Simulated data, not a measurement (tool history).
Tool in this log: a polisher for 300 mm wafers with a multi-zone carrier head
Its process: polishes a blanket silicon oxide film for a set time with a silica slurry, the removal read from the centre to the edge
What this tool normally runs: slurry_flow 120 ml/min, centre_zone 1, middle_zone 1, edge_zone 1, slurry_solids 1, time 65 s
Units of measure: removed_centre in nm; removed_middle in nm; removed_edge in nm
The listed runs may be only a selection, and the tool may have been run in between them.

run    hour  slurry_flow  centre_zone  middle_zone  edge_zone  slurry_solids  time  wafers since the last listed run  wafers polished on this pad  hours since the slurry nozzle was cleaned  hours since the centre zone pressure was calibrated  hours since the edge zone pressure was calibrated  hours since the carrier head's membrane was replaced  incoming thickness of the incoming film, nm  removed_centre  removed_middle  removed_edge
  1       0          120            1            1       1.08              1    65                                 0                         2361                                       71.4                                               1378.7                                                377                                                 491.6                                        741.6           154.4           162.3         162.2
        6.5  -- worn pad replaced by a new one
       84.6  -- carrier head's membrane replaced by a new one
       86.6  -- centre zone pressure recalibrated
  2   185.2          120            1            1       1.08              1    65                              1273                         1254                                      256.6                                                 98.6                                              562.2                                                 100.6                                        744.5           156.4           161.7         166.1
  3     250          120            1         0.92          1              1    65                               473                         1728                                      321.4                                                163.4                                                627                                                 165.4                                        761.9           157.6           151.1         158.1
      288.4  -- worn pad replaced by a new one
  4   313.3          120            1         0.92          1              1    65                               433                          181                                      384.7                                                226.7                                              690.3                                                 228.7                                        742.2             156           151.7         156.3
  5   350.9          120            1         0.92          1              1    65                               274                          456                                      422.3                                                264.3                                              727.9                                                 266.3                                        751.1           158.1           151.7         158.3
  6   378.7          120            1         0.91       1.12            0.9    65                               203                          659                                      450.1                                                292.1                                              755.7                                                 294.1                                        746.3           150.1             144         157.7
  7   427.3          120            1            1          1              1    65                               355                         1014                                      498.7                                                340.7                                              804.3                                                 342.7                                          755           158.2           163.3         157.7
  8   464.6          120            1            1       1.07            1.2    84                               272                         1287                                        536                                                  378                                              841.6                                                   380                                        761.6           214.9           222.8           224
  9   497.5          120            1            1          1              1    59                               240                         1527                                      568.9                                                410.9                                              874.5                                                 412.9                                        757.8           142.1           146.8         142.1
        504  -- slurry nozzle cleaned
 10     548          120            1            1          1              1    65                               361                         1889                                         44                                                461.4                                                925                                                 463.4                                        747.8           157.4           162.4         155.5
        608  -- worn pad replaced by a new one
      613.6  -- edge zone pressure recalibrated
 11   617.5          120            1          1.1          1              1    59                               463                           54                                      113.5                                                530.9                                                3.9                                                 532.9                                        741.8           141.4           157.8         142.6
      630.6  -- carrier head's membrane replaced by a new one
 12   660.1          120            1         1.03          1            0.9    65                               274                          329                                      156.1                                                573.5                                               46.5                                                  29.5                                        750.7           145.6           160.4         148.1
 13   691.3          120            1            1          1              1    65                               227                          557                                      187.3                                                604.7                                               77.7                                                  60.7                                        747.2           153.9           162.2           156
 14   726.5          120            1            1       1.07            1.2    84                               257                          814                                      222.5                                                639.9                                              112.9                                                  95.9                                        744.6           213.9           225.8         223.7
 15     797          120            1            1          1              1    65                               515                         1329                                        293                                                710.4                                              183.4                                                 166.4                                        764.2             154           162.1         155.1
 16   850.6          120         0.91            1          1              1    78                               391                         1721                                      346.6                                                  764                                                237                                                   220                                        756.4           168.7           191.4         187.5
 17   878.1          120            1         0.96       1.06              1    65                               200                         1922                                      374.1                                                791.5                                              264.5                                                 247.5                                        742.2           155.3           158.4         161.4
      939.9  -- worn pad replaced by a new one
 18   949.7          135            1            1       1.11              1    65                               493                           71                                      445.7                                                863.1                                              336.1                                                 319.1                                        764.9           161.1           165.4         165.9
 19  1008.3          120         0.97            1          1              1    65                               428                          499                                      504.3                                                921.7                                              394.7                                                 377.7                                        741.7           155.1           162.3         155.6
     1068.2  -- slurry nozzle cleaned
 20  1078.8          105         1.03            1          1              1    65                               507                         1007                                       10.6                                                992.2                                              465.2                                                 448.2                                        763.9           157.5           159.5         153.3
     1135.5  -- carrier head's membrane replaced by a new one
 21    1136          120            1            1          1              1    65                               381                         1389                                       67.8                                               1049.4                                              522.4                                                   0.5                                        756.1           156.9           160.8         154.8

Forecast each of these 4 alternatives for the next run:
  A  1136.4          120            1            1          1            1.1    65                                 2                         1392                                       68.2                                               1049.8                                              522.8                                                   0.9                                        752.7               ?               ?             ?
  B  1136.4          120         1.09            1          1              1    65                                 2                         1392                                       68.2                                               1049.8                                              522.8                                                   0.9                                        752.7               ?               ?             ?
  C  1136.4          120            1            1        0.9              1    84                                 2                         1392                                       68.2                                               1049.8                                              522.8                                                   0.9                                        752.7               ?               ?             ?
  D  1136.4          120            1         1.09          1              1    65                                 2                         1392                                       68.2                                               1049.8                                              522.8                                                   0.9                                        752.7               ?               ?             ?

run  removed_centre  removed_middle  removed_edge
  A           162.4           169.3           164
  B           170.8           163.2         158.2
  C           202.4             211         194.5
  D           156.7           174.2           158
Take away the tool's hidden state, keep each run's random variation, and the runs would have read:
run  removed_centre  removed_middle  removed_edge
  A           162.4           169.3           164
  B           170.8           163.2         158.2
  C           202.4             211         194.5
  D           156.7           174.2           158

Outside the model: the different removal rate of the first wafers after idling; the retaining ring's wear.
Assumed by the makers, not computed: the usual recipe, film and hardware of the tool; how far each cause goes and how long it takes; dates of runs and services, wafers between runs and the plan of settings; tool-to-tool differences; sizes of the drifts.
